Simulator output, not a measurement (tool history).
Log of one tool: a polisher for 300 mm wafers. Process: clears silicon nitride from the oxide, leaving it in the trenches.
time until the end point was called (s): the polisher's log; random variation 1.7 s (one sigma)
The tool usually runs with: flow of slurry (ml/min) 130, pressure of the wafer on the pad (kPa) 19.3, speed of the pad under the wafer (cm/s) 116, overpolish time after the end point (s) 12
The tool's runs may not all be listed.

| run | hour | flow of slurry (ml/min) | pressure of the wafer on the pad (kPa) | speed of the pad under the wafer (cm/s) | overpolish time after the end point (s) | wafers since the last listed run | wafers polished on this pad | hours since the slurry nozzle was cleaned | hours since the head pressure was calibrated | incoming thickness of the incoming film, nm | time until the end point was called (s) |
|---|---|---|---|---|---|---|---|---|---|---|---|
| 1 | 0 | 130 | 19.3 | 116 | 12 | 0 | 2435 | 83.5 | 262.4 | 161.3 | 154.3 |
| 2 | 25.5 | 130 | 19.3 | 116 | 12 | 198 | 2633 | 109 | 287.9 | 161.1 | 152.9 |
| 3 | 74 | 165 | 19.3 | 116 | 12 | 377 | 3011 | 157.5 | 336.4 | 162 | 148.5 |
| 4 | 129.2 | 165 | 19.3 | 116 | 12 | 430 | 3441 | 212.7 | 391.6 | 160.6 | 154.3 |
|  | 152.2 | worn pad replaced by a new one |
| 5 | 176.9 | 165 | 19.3 | 116 | 12 | 340 | 192 | 260.4 | 439.3 | 158.7 | 139.4 |
| 6 | 202.2 | 130 | 19.3 | 116 | 12 | 197 | 389 | 285.7 | 464.6 | 157.6 | 143.3 |
| 7 | 343.5 | 130 | 19.3 | 116 | 12 | 1100 | 1490 | 427 | 605.9 | 159.2 | 150 |
| 8 | 382.6 | 130 | 19.3 | 116 | 12 | 304 | 1795 | 466.1 | 645 | 159.1 | 153.8 |
|  | 393.6 | slurry nozzle cleaned |
| 9 | 432.6 | 130 | 19.3 | 116 | 12 | 381 | 2176 | 39 | 695 | 162.3 | 158.5 |
| 10 | 476.6 | 130 | 19.3 | 116 | 12 | 342 | 2519 | 83 | 739 | 161 | 157.8 |
| 11 | 520.1 | 120 | 22.1 | 116 | 12 | 338 | 2858 | 126.5 | 782.5 | 162.5 | 145.5 |
|  | 577.2 | worn pad replaced by a new one |
| 12 | 671.7 | 120 | 22.1 | 116 | 12 | 1150 | 736 | 278.1 | 934.1 | 161.9 | 141.6 |
| 13 | 699.3 | 130 | 19.3 | 116 | 12 | 215 | 951 | 305.7 | 961.7 | 159 | 154.5 |
| 14 | 737.8 | 130 | 19.3 | 116 | 12 | 299 | 1251 | 344.2 | 1000.2 | 158.9 | 159 |
| 15 | 791.7 | 130 | 19.3 | 116 | 12 | 419 | 1671 | 398.1 | 1054.1 | 160.1 | 163.8 |
|  | 842 | slurry nozzle cleaned |
| 16 | 858.3 | 130 | 19.3 | 116 | 12 | 511 | 2182 | 16.3 | 1120.7 | 161.9 | 167.2 |
| 17 | 916.4 | 115 | 17.2 | 116 | 12 | 452 | 2635 | 74.4 | 1178.8 | 161.6 | 198.4 |
|  | 944.1 | head pressure recalibrated |
| 18 | 945.7 | 100 | 16.5 | 136 | 12 | 212 | 2848 | 103.7 | 1.6 | 160.4 | 160.8 |
|  | 967.5 | worn pad replaced by a new one |
| 19 | 1010.8 | 130 | 14.5 | 116 | 12 | 476 | 337 | 168.8 | 66.7 | 159.3 | 194.6 |
| 20 | 1201.9 | 170 | 19.3 | 92 | 18 | 1489 | 1826 | 359.9 | 257.8 | 163.6 | 185.2 |
|  | 1219.8 | slurry nozzle cleaned |
| 21 | 1230.8 | 130 | 25.5 | 78 | 16 | 217 | 2043 | 11 | 286.7 | 159.9 | 167.4 |
| 22 | 1280.1 | 130 | 19.3 | 136 | 12 | 384 | 2428 | 60.3 | 336 | 162.6 | 131.4 |
| 23 | 1329.1 | 130 | 13.1 | 116 | 12 | 381 | 2809 | 109.3 | 385 | 159.2 | 235.8 |
| 24 | 1354.1 | 130 | 19.3 | 116 | 12 | 194 | 3004 | 134.3 | 410 | 160.4 | 158.5 |
|  | 1401.3 | worn pad replaced by a new one |
| 25 | 1424.4 | 130 | 19.3 | 116 | 12 | 516 | 180 | 204.6 | 480.3 | 158.6 | 151.9 |
| 26 | 1463.4 | 165 | 19.3 | 116 | 12 | 303 | 483 | 243.6 | 519.3 | 160.1 | 145.6 |
| 27 | 1502.8 | 130 | 19.3 | 116 | 12 | 307 | 790 | 283 | 558.7 | 160.4 | 153.2 |
| 28 | 1571.6 | 155 | 17.2 | 138 | 10 | 536 | 1327 | 351.8 | 627.5 | 160.4 | 139.6 |
| 29 | 1608.3 | 130 | 19.3 | 132 | 12 | 285 | 1613 | 388.5 | 664.2 | 157.8 | 138.1 |
|  | 1645.3 | slurry nozzle cleaned |
| 30 | 1671.8 | 130 | 19.3 | 116 | 12 | 486 | 2100 | 26.5 | 727.7 | 160.7 | 162.1 |
| 31 | 1697.1 | 130 | 19.3 | 116 | 10 | 197 | 2297 | 51.8 | 753 | 162.7 | 162.9 |
| 32 | 1741.9 | 140 | 13.1 | 140 | 18 | 349 | 2646 | 96.6 | 797.8 | 161.2 | 199.1 |
| 33 | 1780 | 130 | 19.3 | 116 | 12 | 296 | 2943 | 134.7 | 835.9 | 160.4 | 166 |
| 34 | 1809.1 | 105 | 16.5 | 86 | 10 | 226 | 3169 | 163.8 | 865 | 156.7 | 270.9 |
|  | 1838.1 | worn pad replaced by a new one |
| 35 | 1878 | 160 | 22.8 | 96 | 12 | 505 | 311 | 232.7 | 933.9 | 159.3 | 157.8 |
| 36 | 2005.5 | 130 | 19.3 | 116 | 19 | 993 | 1304 | 360.2 | 1061.4 | 161.9 | 165.7 |

Some steps in time until the end point was called (s) between neighbouring runs. How much of each would the tool show without its hidden state too (settings, what came in, random variation), and how much is left for the hidden state, with any gauge scatter that isn't in both results?
Unlogged tool condition in this case: removal rate lost through wear of the pad, %; slurry flow missing at the pad, %; deviation of the head's pressure from its setpoint, %.
Run 17 -> 18: flow of slurry (ml/min) 115 -> 100, pressure of the wafer on the pad (kPa) 17.2 -> 16.5, speed of the pad under the wafer (cm/s) 116 -> 136, head pressure recalibrated. time until the end point was called (s) -37.6: hidden state -23.2, all else -14.4.
Run 22 -> 23: pressure of the wafer on the pad (kPa) 19.3 -> 13.1, speed of the pad under the wafer (cm/s) 136 -> 116. time until the end point was called (s) +104.4: hidden state +11.2, all else +93.2.
Run 33 -> 34: flow of slurry (ml/min) 130 -> 105, pressure of the wafer on the pad (kPa) 19.3 -> 16.5, speed of the pad under the wafer (cm/s) 116 -> 86, overpolish time after the end point (s) 12 -> 10. time until the end point was called (s) +104.9: hidden state +17.4, all else +87.5.
Run 34 -> 35: flow of slurry (ml/min) 105 -> 160, pressure of the wafer on the pad (kPa) 16.5 -> 22.8, speed of the pad under the wafer (cm/s) 86 -> 96, overpolish time after the end point (s) 10 -> 12, worn pad replaced by a new one. time until the end point was called (s) -113.1: hidden state -24.5, all else -88.6.

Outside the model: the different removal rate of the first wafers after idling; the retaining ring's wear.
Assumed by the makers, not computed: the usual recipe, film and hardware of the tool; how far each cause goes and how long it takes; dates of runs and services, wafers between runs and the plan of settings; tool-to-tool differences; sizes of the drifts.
